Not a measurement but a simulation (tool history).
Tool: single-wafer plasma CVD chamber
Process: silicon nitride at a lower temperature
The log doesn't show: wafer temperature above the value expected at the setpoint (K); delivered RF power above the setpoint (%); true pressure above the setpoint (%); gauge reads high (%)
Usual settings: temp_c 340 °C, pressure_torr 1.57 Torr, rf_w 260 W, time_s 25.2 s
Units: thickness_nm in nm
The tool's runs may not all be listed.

run   hour  temp_c  pressure_torr  rf_w  time_s  wafers since the last listed run  hours since the last thermocouple change  hours since the last RF generator calibration  hours since the last manometer calibration  hours since the showerhead was replaced  hours since the gauge calibration  read-back reference wafer on the same gauge, thickness_nm  thickness_nm
  1    0.0     340           1.57   260    25.2                                 0                                    1383.8                                         2122.3                                      1489.7                                   4598.3                               11.3                                                     23.697        24.286
  2   17.2     340           1.57   260    25.2                               567                                    1401.0                                         2139.5                                      1506.9                                   4615.5                               28.5                                                     23.711        24.186
  3   24.4     340           1.57   260    25.2                               237                                    1408.2                                         2146.7                                      1514.1                                   4622.7                               35.7                                                     23.721        24.393
  4   39.6     340           1.57   260    25.2                               501                                    1423.4                                         2161.9                                      1529.3                                   4637.9                               50.9                                                     23.688        24.338
  5   51.5     340           1.57   260    25.2                               392                                    1435.3                                         2173.8                                      1541.2                                   4649.8                               62.8                                                     23.746        24.488
  6   60.9     340           1.57   260    25.2                               310                                    1444.7                                         2183.2                                      1550.6                                   4659.2                               72.2                                                     23.696        24.281
      72.1  -- RF generator calibrated
      72.8  -- showerhead replaced
  7   73.3     351           1.57   260    25.2                               120                                    1457.1                                            1.2                                      1563.0                                      0.5                               84.6                                                     23.672        24.027
  8   74.2     351           1.57   260    25.2                                29                                    1458.0                                            2.1                                      1563.9                                      1.4                               85.5                                                     23.694        24.190
  9   90.7     351           1.57   260    25.2                               544                                    1474.5                                           18.6                                      1580.4                                     17.9                              102.0                                                     23.670        24.086
 10  103.7     340           1.57   260    25.2                               429                                    1487.5                                           31.6                                      1593.4                                     30.9                              115.0                                                     23.703        24.260
     114.6  -- capacitance manometer re-zeroed and calibrated
 11  119.7     340           1.57   260    25.2                               264                                    1503.5                                           47.6                                         5.1                                     46.9                              131.0                                                     23.656        24.102
     128.7  -- thermocouple changed; heater temperature recalibrated
 12  137.0     340           1.93   260    25.2                               306                                       8.3                                           64.9                                        22.4                                     64.2                              148.3                                                     23.699        25.901
 13  143.8     340           1.57   260    25.2                               224                                      15.1                                           71.7                                        29.2                                     71.0                              155.1                                                     23.700        24.422

Run 14 comes next. What will it give?
 14  161.7     340           1.74   285    25.2                               590                                      33.0                                           89.6                                        47.1                                     88.9                              173.0                                                          ?             ?

Run 14 gave read-back reference wafer on the same gauge, thickness_nm 23.678, thickness_nm 26.758 nm.
Without the tool's hidden state the same run would have given thickness_nm 26.758 nm.

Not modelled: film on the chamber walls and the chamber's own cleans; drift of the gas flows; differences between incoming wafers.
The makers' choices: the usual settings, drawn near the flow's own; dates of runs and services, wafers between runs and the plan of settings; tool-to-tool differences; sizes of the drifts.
